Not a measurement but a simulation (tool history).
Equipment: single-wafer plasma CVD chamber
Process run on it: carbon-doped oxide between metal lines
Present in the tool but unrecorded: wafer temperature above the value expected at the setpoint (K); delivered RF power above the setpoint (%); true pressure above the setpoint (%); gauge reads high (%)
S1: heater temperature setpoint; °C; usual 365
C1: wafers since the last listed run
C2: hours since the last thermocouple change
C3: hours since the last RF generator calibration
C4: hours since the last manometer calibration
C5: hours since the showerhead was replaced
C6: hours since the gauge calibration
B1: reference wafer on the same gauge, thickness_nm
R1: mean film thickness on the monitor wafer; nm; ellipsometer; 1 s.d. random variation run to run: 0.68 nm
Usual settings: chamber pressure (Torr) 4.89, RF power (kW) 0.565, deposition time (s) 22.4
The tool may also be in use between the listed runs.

Run 1, hour 0: usual settings; C1 0; C2 697.2; C3 2110.4; C4 2622.3; C5 6463.3; C6 219; B1 121.137. Result: R1 118.757 nm.
Run 2, hour 20: usual settings; C1 346; C2 717.2; C3 2130.4; C4 2642.3; C5 6483.3; C6 239; B1 120.716. Result: R1 117.89 nm.
Run 3, hour 49: usual settings; C1 502; C2 746.2; C3 2159.4; C4 2671.3; C5 6512.3; C6 268; B1 120.924. Result: R1 118.05 nm.
Run 4, hour 66.7: usual settings; C1 306; C2 763.9; C3 2177.1; C4 2689; C5 6530; C6 285.7; B1 120.873. Result: R1 118.905 nm.
Run 5, hour 100.6: usual settings; C1 586; C2 797.8; C3 2211; C4 2722.9; C5 6563.9; C6 319.6; B1 121.177. Result: R1 118.117 nm.
Run 6, hour 125.8: usual settings; C1 436; C2 823; C3 2236.2; C4 2748.1; C5 6589.1; C6 344.8; B1 121.417. Result: R1 117.821 nm.
At hour 152.2: capacitance manometer re-zeroed and calibrated.
Run 7, hour 152.7: usual settings; C1 327; C2 849.9; C3 2263.1; C4 0.5; C5 6616; C6 371.7; B1 120.926. Result: R1 119.236 nm.
At hour 157: gauge calibrated.
Run 8, hour 163.3: usual settings; C1 183; C2 860.5; C3 2273.7; C4 11.1; C5 6626.6; C6 6.3; B1 120.886. Result: R1 118.959 nm.
Run 9, hour 176.4: usual settings; C1 226; C2 873.6; C3 2286.8; C4 24.2; C5 6639.7; C6 19.4; B1 120.877. Result: R1 118.222 nm.
Run 10, hour 194.3: usual settings; C1 309; C2 891.5; C3 2304.7; C4 42.1; C5 6657.6; C6 37.3; B1 121.292. Result: R1 119.979 nm.
Run 11, hour 212.6: usual settings; C1 316; C2 909.8; C3 2323; C4 60.4; C5 6675.9; C6 55.6; B1 121.065. Result: R1 118.872 nm.
Run 12, hour 239.6: usual settings; C1 467; C2 936.8; C3 2350; C4 87.4; C5 6702.9; C6 82.6; B1 121.223. Result: R1 118.022 nm.
At hour 266.4: RF generator calibrated.
Run 13, hour 266.9: usual settings; C1 334; C2 964.1; C3 0.5; C4 114.7; C5 6730.2; C6 109.9; B1 121.047. Result: R1 118.549 nm.
Run 14, hour 290.4: usual settings but S1 359 °C, chamber pressure (Torr) 3.93; C1 406; C2 987.6; C3 24; C4 138.2; C5 6753.7; C6 133.4; B1 120.928. Result: R1 114.193 nm.
Run 15, hour 311.6: usual settings but S1 378 °C, chamber pressure (Torr) 5.77; C1 367; C2 1008.8; C3 45.2; C4 159.4; C5 6774.9; C6 154.6; B1 120.865. Result: R1 119.508 nm.
At hour 340.6: thermocouple changed; heater temperature recalibrated.
Run 16, hour 341.1: usual settings but S1 369 °C, chamber pressure (Torr) 5.21, RF power (kW) 0.64; C1 372; C2 0.5; C3 74.7; C4 188.9; C5 6804.4; C6 184.1; B1 120.723. Result: R1 132.627 nm.
Run 17, hour 353.7: usual settings; C1 218; C2 13.1; C3 87.3; C4 201.5; C5 6817; C6 196.7; B1 121.386. Result: R1 117.916 nm.
Run 18, hour 370.3: usual settings; C1 287; C2 29.7; C3 103.9; C4 218.1; C5 6833.6; C6 213.3; B1 120.767. Result: R1 118.254 nm.
Run 19, hour 405: usual settings but chamber pressure (Torr) 3.98, RF power (kW) 0.6; C1 600; C2 64.4; C3 138.6; C4 252.8; C5 6868.3; C6 248; B1 121.083. Result: R1 119.525 nm.
Run 20, hour 425.7: usual settings; C1 358; C2 85.1; C3 159.3; C4 273.5; C5 6889; C6 268.7; B1 120.699. Result: R1 118.42 nm.

Forecast run 21:
Run 21, hour 437.7: usual settings but RF power (kW) 0.5; C1 207; C2 97.1; C3 171.3; C4 285.5; C5 6901; C6 280.7; B1 ?. Result: R1 ?.

B1: 120.828
R1: 104.736 nm
With the hidden condition absent and the run-to-run variation left alone, this run would have shown R1 104.736 nm.

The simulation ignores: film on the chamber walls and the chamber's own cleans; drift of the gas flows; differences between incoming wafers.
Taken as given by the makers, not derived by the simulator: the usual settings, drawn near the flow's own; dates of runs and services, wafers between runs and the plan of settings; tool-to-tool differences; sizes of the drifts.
